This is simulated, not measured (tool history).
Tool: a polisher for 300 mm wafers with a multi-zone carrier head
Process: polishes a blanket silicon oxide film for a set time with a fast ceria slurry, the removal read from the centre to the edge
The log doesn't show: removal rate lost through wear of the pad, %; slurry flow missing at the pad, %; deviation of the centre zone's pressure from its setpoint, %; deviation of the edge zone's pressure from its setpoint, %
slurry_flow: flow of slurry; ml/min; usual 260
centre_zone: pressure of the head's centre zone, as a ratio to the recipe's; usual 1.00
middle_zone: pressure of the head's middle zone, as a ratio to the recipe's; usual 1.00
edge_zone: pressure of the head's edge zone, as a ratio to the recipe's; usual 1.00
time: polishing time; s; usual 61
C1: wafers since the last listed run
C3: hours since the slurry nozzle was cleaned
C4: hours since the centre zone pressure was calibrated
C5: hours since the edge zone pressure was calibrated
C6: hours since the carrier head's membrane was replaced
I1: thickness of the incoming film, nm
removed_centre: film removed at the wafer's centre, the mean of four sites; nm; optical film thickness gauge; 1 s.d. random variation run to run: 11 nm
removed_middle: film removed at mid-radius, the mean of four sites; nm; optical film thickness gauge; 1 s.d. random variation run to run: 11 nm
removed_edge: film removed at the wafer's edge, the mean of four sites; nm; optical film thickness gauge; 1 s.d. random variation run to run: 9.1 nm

{"run": 1, "day": 0.0, "slurry_flow": 260, "centre_zone": 1.0, "middle_zone": 1.0, "edge_zone": 1.0, "time": 61, "C1": 0, "wafers polished on this pad": 670, "C3": 281.5, "C4": 454.8, "C5": 1007.1, "C6": 1416.5, "I1": 3036.9, "removed_centre": 1026.6, "removed_middle": 1024.8, "removed_edge": 1055.9}
{"day": 0.988, "done": "worn pad replaced by a new one"}
{"run": 2, "day": 1.471, "slurry_flow": 260, "centre_zone": 1.0, "middle_zone": 1.0, "edge_zone": 1.0, "time": 61, "C1": 201, "wafers polished on this pad": 74, "C3": 316.8, "C4": 490.1, "C5": 1042.4, "C6": 1451.8, "I1": 3099.2, "removed_centre": 1008.4, "removed_middle": 1022.6, "removed_edge": 1041.2}
{"run": 3, "day": 2.071, "slurry_flow": 260, "centre_zone": 1.0, "middle_zone": 1.0, "edge_zone": 1.07, "time": 61, "C1": 92, "wafers polished on this pad": 166, "C3": 331.2, "C4": 504.5, "C5": 1056.8, "C6": 1466.2, "I1": 3051.8, "removed_centre": 998.4, "removed_middle": 995.2, "removed_edge": 1068.2}
{"run": 4, "day": 2.95, "slurry_flow": 260, "centre_zone": 1.0, "middle_zone": 1.0, "edge_zone": 1.07, "time": 61, "C1": 135, "wafers polished on this pad": 302, "C3": 352.3, "C4": 525.6, "C5": 1077.9, "C6": 1487.3, "I1": 3038.4, "removed_centre": 999.2, "removed_middle": 993.2, "removed_edge": 1073.5}
{"run": 5, "day": 3.917, "slurry_flow": 260, "centre_zone": 1.0, "middle_zone": 1.0, "edge_zone": 1.0, "time": 61, "C1": 149, "wafers polished on this pad": 451, "C3": 375.5, "C4": 548.8, "C5": 1101.1, "C6": 1510.5, "I1": 3064.9, "removed_centre": 1000.8, "removed_middle": 998.9, "removed_edge": 1040.5}
{"run": 6, "day": 4.508, "slurry_flow": 260, "centre_zone": 1.0, "middle_zone": 1.0, "edge_zone": 1.0, "time": 61, "C1": 91, "wafers polished on this pad": 543, "C3": 389.7, "C4": 563.0, "C5": 1115.3, "C6": 1524.7, "I1": 3059.3, "removed_centre": 993.4, "removed_middle": 983.9, "removed_edge": 1040.9}
{"day": 5.717, "done": "worn pad replaced by a new one"}
{"run": 7, "day": 5.967, "slurry_flow": 260, "centre_zone": 1.0, "middle_zone": 1.0, "edge_zone": 1.0, "time": 61, "C1": 199, "wafers polished on this pad": 38, "C3": 424.7, "C4": 598.0, "C5": 1150.3, "C6": 1559.7, "I1": 3030.5, "removed_centre": 1002.1, "removed_middle": 977.7, "removed_edge": 1040.5}
{"run": 8, "day": 8.846, "slurry_flow": 225, "centre_zone": 1.0, "middle_zone": 1.0, "edge_zone": 1.0, "time": 61, "C1": 444, "wafers polished on this pad": 483, "C3": 493.8, "C4": 667.1, "C5": 1219.4, "C6": 1628.8, "I1": 3017.0, "removed_centre": 947.5, "removed_middle": 934.3, "removed_edge": 996.4}
{"day": 9.071, "done": "slurry nozzle cleaned"}
{"day": 9.471, "done": "edge zone pressure recalibrated"}
{"run": 9, "day": 9.492, "slurry_flow": 225, "centre_zone": 1.0, "middle_zone": 1.0, "edge_zone": 1.0, "time": 61, "C1": 80, "wafers polished on this pad": 563, "C3": 10.1, "C4": 682.6, "C5": 0.5, "C6": 1644.3, "I1": 3011.3, "removed_centre": 1050.0, "removed_middle": 1033.0, "removed_edge": 1059.7}
{"day": 10.642, "done": "worn pad replaced by a new one"}
{"run": 10, "day": 10.8, "slurry_flow": 240, "centre_zone": 1.0, "middle_zone": 1.0, "edge_zone": 1.0, "time": 61, "C1": 176, "wafers polished on this pad": 24, "C3": 41.5, "C4": 714.0, "C5": 31.9, "C6": 1675.7, "I1": 2984.9, "removed_centre": 1027.5, "removed_middle": 1037.1, "removed_edge": 1065.4}
{"run": 11, "day": 12.138, "slurry_flow": 260, "centre_zone": 1.0, "middle_zone": 1.0, "edge_zone": 1.0, "time": 61, "C1": 206, "wafers polished on this pad": 230, "C3": 73.6, "C4": 746.1, "C5": 64.0, "C6": 1707.8, "I1": 3019.2, "removed_centre": 1050.5, "removed_middle": 1036.3, "removed_edge": 1064.9}
{"day": 12.446, "done": "carrier head's membrane replaced by a new one"}
{"run": 12, "day": 13.258, "slurry_flow": 310, "centre_zone": 1.0, "middle_zone": 1.0, "edge_zone": 1.12, "time": 77, "C1": 140, "wafers polished on this pad": 371, "C3": 100.5, "C4": 773.0, "C5": 90.9, "C6": 19.5, "I1": 3094.0, "removed_centre": 1343.1, "removed_middle": 1329.9, "removed_edge": 1429.2}
{"run": 13, "day": 13.908, "slurry_flow": 345, "centre_zone": 0.89, "middle_zone": 1.0, "edge_zone": 1.0, "time": 61, "C1": 100, "wafers polished on this pad": 472, "C3": 116.1, "C4": 788.6, "C5": 106.5, "C6": 35.1, "I1": 3051.8, "removed_centre": 948.3, "removed_middle": 1065.8, "removed_edge": 1095.4}
{"day": 15.308, "done": "centre zone pressure recalibrated"}
{"day": 16.05, "done": "worn pad replaced by a new one"}
{"run": 14, "day": 17.075, "slurry_flow": 260, "centre_zone": 1.0, "middle_zone": 1.0, "edge_zone": 1.0, "time": 61, "C1": 450, "wafers polished on this pad": 158, "C3": 192.1, "C4": 42.4, "C5": 182.5, "C6": 111.1, "I1": 3019.7, "removed_centre": 1038.4, "removed_middle": 1021.6, "removed_edge": 1075.3}
{"run": 15, "day": 18.212, "slurry_flow": 235, "centre_zone": 0.94, "middle_zone": 0.93, "edge_zone": 1.1, "time": 61, "C1": 175, "wafers polished on this pad": 333, "C3": 219.4, "C4": 69.7, "C5": 209.8, "C6": 138.4, "I1": 3059.9, "removed_centre": 972.6, "removed_middle": 949.4, "removed_edge": 1092.2}
{"run": 16, "day": 18.912, "slurry_flow": 260, "centre_zone": 1.05, "middle_zone": 1.0, "edge_zone": 1.11, "time": 61, "C1": 108, "wafers polished on this pad": 442, "C3": 236.2, "C4": 86.5, "C5": 226.6, "C6": 155.2, "I1": 3068.9, "removed_centre": 1059.7, "removed_middle": 1033.4, "removed_edge": 1100.5}
{"run": 17, "day": 19.533, "slurry_flow": 295, "centre_zone": 0.91, "middle_zone": 1.0, "edge_zone": 1.08, "time": 47, "C1": 95, "wafers polished on this pad": 537, "C3": 251.1, "C4": 101.4, "C5": 241.5, "C6": 170.1, "I1": 3060.0, "removed_centre": 738.0, "removed_middle": 802.1, "removed_edge": 841.2}

What will run 18 give?
{"day": 20.558, "done": "worn pad replaced by a new one"}
{"run": 18, "day": 20.971, "slurry_flow": 260, "centre_zone": 1.0, "middle_zone": 0.92, "edge_zone": 1.0, "time": 61, "C1": 196, "wafers polished on this pad": 63, "C3": 285.6, "C4": 135.9, "C5": 276.0, "C6": 204.6, "I1": 3057.5, "removed_centre": "?", "removed_middle": "?", "removed_edge": "?"}

{"run 18": {"removed_centre": 1029.6, "removed_middle": 946.1, "removed_edge": 1038.6}}
With the hidden condition absent and the run-to-run variation left alone, this run would have shown removed_centre 1064.9 nm, removed_middle 975.3 nm, removed_edge 1062.5 nm.
